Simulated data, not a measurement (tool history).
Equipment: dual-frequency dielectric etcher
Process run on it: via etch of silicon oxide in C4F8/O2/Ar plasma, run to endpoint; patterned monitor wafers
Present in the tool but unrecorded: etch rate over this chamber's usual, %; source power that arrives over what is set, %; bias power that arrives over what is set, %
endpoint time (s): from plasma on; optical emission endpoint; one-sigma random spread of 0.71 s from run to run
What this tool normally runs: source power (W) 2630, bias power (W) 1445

run	hour	source power (W)	bias power (W)	wafers since the last listed run	hours since the last wet clean	hours since the last source power generator calibration	hours since the last bias power generator calibration	hours since the last upper electrode change	incoming incoming film thickness, nm	endpoint time (s)
1	0	2480	1445	0	485.4	2142.3	3049.5	2842.4	1135.2	246.4
2	14.5	2480	1445	99	499.9	2156.8	3064	2856.9	1156.4	252.2
3	48.5	2480	1445	233	533.9	2190.8	3098	2890.9	1159.3	251.8
4	74.4	2630	1445	177	559.8	2216.7	3123.9	2916.8	1145.4	243.4
5	147.9	2630	1445	504	633.3	2290.2	3197.4	2990.3	1154.2	245
# hour 183.9: source power generator calibrated
# hour 202.8: wet clean of the chamber
# hour 221.1: upper electrode replaced
6	221.6	2630	1445	222	18.8	37.7	3271.1	0.5	1153.9	238.3
7	222	2800	1445	2	19.2	38.1	3271.5	0.9	1141.8	228.1
8	226	2630	1445	27	23.2	42.1	3275.5	4.9	1146.8	237.1
9	241.9	2630	1125	109	39.1	58	3291.4	20.8	1135.7	253.9
10	266.7	2250	1721	170	63.9	82.8	3316.2	45.6	1158.7	243.6
# hour 279.3: bias power generator calibrated
11	298.5	3160	1734	190	95.7	114.6	19.2	77.4	1149.7	205.4
12	325	2290	1445	181	122.2	141.1	45.7	103.9	1145.9	255.6
13	360.4	3180	1445	242	157.6	176.5	81.1	139.3	1159	219.3
14	414.5	3160	1734	371	211.7	230.6	135.2	193.4	1146.8	206

3 ways to go on from here, each from the tool as it stands after run 14. What would each give?
A	415	2630	1313	3	212.2	231.1	135.7	193.9	1142	?
B	415	2630	1576	3	212.2	231.1	135.7	193.9	1142	?
C	415	2190	1569	3	212.2	231.1	135.7	193.9	1142	?

run	endpoint time (s)
A	246.6
B	232.4
C	254.9
Take away the tool's hidden state, keep each run's random variation, and the runs would have read:
run	endpoint time (s)
A	242.9
B	228.9
C	251.2
